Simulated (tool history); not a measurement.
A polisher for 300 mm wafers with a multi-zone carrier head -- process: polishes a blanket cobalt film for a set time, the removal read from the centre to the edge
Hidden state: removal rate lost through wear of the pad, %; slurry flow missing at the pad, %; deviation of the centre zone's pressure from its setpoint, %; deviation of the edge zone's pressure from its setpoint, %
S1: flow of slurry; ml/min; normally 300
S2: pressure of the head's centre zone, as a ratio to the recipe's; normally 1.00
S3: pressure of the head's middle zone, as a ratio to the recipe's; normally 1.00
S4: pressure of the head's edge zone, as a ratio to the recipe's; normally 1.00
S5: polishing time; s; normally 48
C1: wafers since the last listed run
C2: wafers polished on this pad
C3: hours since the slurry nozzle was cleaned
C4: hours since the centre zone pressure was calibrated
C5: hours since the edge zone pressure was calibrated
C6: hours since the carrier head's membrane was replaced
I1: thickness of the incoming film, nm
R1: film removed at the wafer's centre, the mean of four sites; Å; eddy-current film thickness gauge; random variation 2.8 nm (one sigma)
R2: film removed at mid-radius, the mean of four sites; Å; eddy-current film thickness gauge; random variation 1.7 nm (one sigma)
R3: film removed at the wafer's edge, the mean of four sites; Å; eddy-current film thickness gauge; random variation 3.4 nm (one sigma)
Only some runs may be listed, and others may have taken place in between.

Run 1, hour 0.0: usual settings but S5 61 s; C1 0; C2 664; C3 484.3; C4 30.2; C5 1141.9; C6 1661.1; I1 666.4. Result: R1 3144 Å, R2 3142 Å, R3 3129 Å.
Run 2, hour 10.5: usual settings; C1 120; C2 785; C3 494.8; C4 40.7; C5 1152.4; C6 1671.6; I1 670.4. Result: R1 2509 Å, R2 2481 Å, R3 2422 Å.
Run 3, hour 27.2: usual settings but S4 0.93; C1 191; C2 976; C3 511.5; C4 57.4; C5 1169.1; C6 1688.3; I1 666.9. Result: R1 2504 Å, R2 2483 Å, R3 2317 Å.
At hour 44.2: worn pad replaced by a new one.
Run 4, hour 44.7: usual settings but S4 0.93; C1 154; C2 5; C3 529.0; C4 74.9; C5 1186.6; C6 1705.8; I1 664.0. Result: R1 2464 Å, R2 2491 Å, R3 2315 Å.
At hour 51.2: carrier head's membrane replaced by a new one.
Run 5, hour 51.7: usual settings but S2 1.11; C1 22; C2 28; C3 536.0; C4 81.9; C5 1193.6; C6 0.5; I1 666.2. Result: R1 2717 Å, R2 2466 Å, R3 2455 Å.
Run 6, hour 66.8: usual settings; C1 172; C2 200; C3 551.1; C4 97.0; C5 1208.7; C6 15.6; I1 680.8. Result: R1 2511 Å, R2 2508 Å, R3 2364 Å.
Run 7, hour 73.9: usual settings but S2 0.91, S3 1.04, S4 1.05, S5 54 s; C1 81; C2 282; C3 558.2; C4 104.1; C5 1215.8; C6 22.7; I1 661.8. Result: R1 2598 Å, R2 2887 Å, R3 2827 Å.
Run 8, hour 89.6: usual settings but S2 0.90, S3 0.91, S5 37 s; C1 179; C2 461; C3 573.9; C4 119.8; C5 1231.5; C6 38.4; I1 668.6. Result: R1 1781 Å, R2 1763 Å, R3 1866 Å.
Run 9, hour 104.3: usual settings but S1 260 ml/min; C1 168; C2 630; C3 588.6; C4 134.5; C5 1246.2; C6 53.1; I1 669.5. Result: R1 2494 Å, R2 2439 Å, R3 2393 Å.
Run 10, hour 111.7: usual settings but S1 230 ml/min, S3 1.11; C1 84; C2 714; C3 596.0; C4 141.9; C5 1253.6; C6 60.5; I1 672.3. Result: R1 2361 Å, R2 2639 Å, R3 2371 Å.
Run 11, hour 122.2: usual settings but S1 330 ml/min, S2 1.05, S3 0.93, S4 0.94; C1 120; C2 834; C3 606.5; C4 152.4; C5 1264.1; C6 71.0; I1 678.2. Result: R1 2631 Å, R2 2380 Å, R3 2389 Å.
At hour 132.8: edge zone pressure recalibrated.
At hour 133.1: slurry nozzle cleaned.
Run 12, hour 137.4: usual settings but S4 1.04, S5 39 s; C1 148; C2 983; C3 4.3; C4 167.6; C5 4.6; C6 86.2; I1 667.3. Result: R1 2005 Å, R2 2004 Å, R3 2047 Å.
At hour 149.1: worn pad replaced by a new one.
Run 13, hour 177.2: usual settings but S1 385 ml/min; C1 409; C2 321; C3 44.1; C4 207.4; C5 44.4; C6 126.0; I1 657.3. Result: R1 2536 Å, R2 2533 Å, R3 2470 Å.
Run 14, hour 195.1: usual settings but S3 1.08, S4 1.05; C1 204; C2 526; C3 62.0; C4 225.3; C5 62.3; C6 143.9; I1 670.0. Result: R1 2501 Å, R2 2641 Å, R3 2451 Å.
Run 15, hour 207.4: usual settings; C1 140; C2 667; C3 74.3; C4 237.6; C5 74.6; C6 156.2; I1 677.6. Result: R1 2531 Å, R2 2478 Å, R3 2408 Å.
Run 16, hour 215.4: usual settings but S4 0.93; C1 91; C2 758; C3 82.3; C4 245.6; C5 82.6; C6 164.2; I1 663.3. Result: R1 2493 Å, R2 2473 Å, R3 2336 Å.
Run 17, hour 222.3: usual settings; C1 78; C2 837; C3 89.2; C4 252.5; C5 89.5; C6 171.1; I1 664.8. Result: R1 2483 Å, R2 2441 Å, R3 2452 Å.
Run 18, hour 237.3: usual settings but S2 1.09, S4 0.94; C1 171; C2 1009; C3 104.2; C4 267.5; C5 104.5; C6 186.1; I1 665.6. Result: R1 2654 Å, R2 2448 Å, R3 2430 Å.
Run 19, hour 244.3: usual settings but S3 1.04, S5 59 s; C1 80; C2 1089; C3 111.2; C4 274.5; C5 111.5; C6 193.1; I1 667.1. Result: R1 3030 Å, R2 3197 Å, R3 2988 Å.
Run 20, hour 260.1: usual settings but S3 1.07, S4 1.07; C1 180; C2 1270; C3 127.0; C4 290.3; C5 127.3; C6 208.9; I1 682.5. Result: R1 2495 Å, R2 2623 Å, R3 2462 Å.
Run 21, hour 270.1: usual settings; C1 114; C2 1384; C3 137.0; C4 300.3; C5 137.3; C6 218.9; I1 674.4. Result: R1 2505 Å, R2 2471 Å, R3 2479 Å.

What the log doesn't show, run by run:
removal rate lost through wear of the pad, %: 0 on each run
slurry flow missing at the pad, %: 0 on each run
deviation of the centre zone's pressure from its setpoint, %: 0 on each run
deviation of the edge zone's pressure from its setpoint, %: 0 on each run

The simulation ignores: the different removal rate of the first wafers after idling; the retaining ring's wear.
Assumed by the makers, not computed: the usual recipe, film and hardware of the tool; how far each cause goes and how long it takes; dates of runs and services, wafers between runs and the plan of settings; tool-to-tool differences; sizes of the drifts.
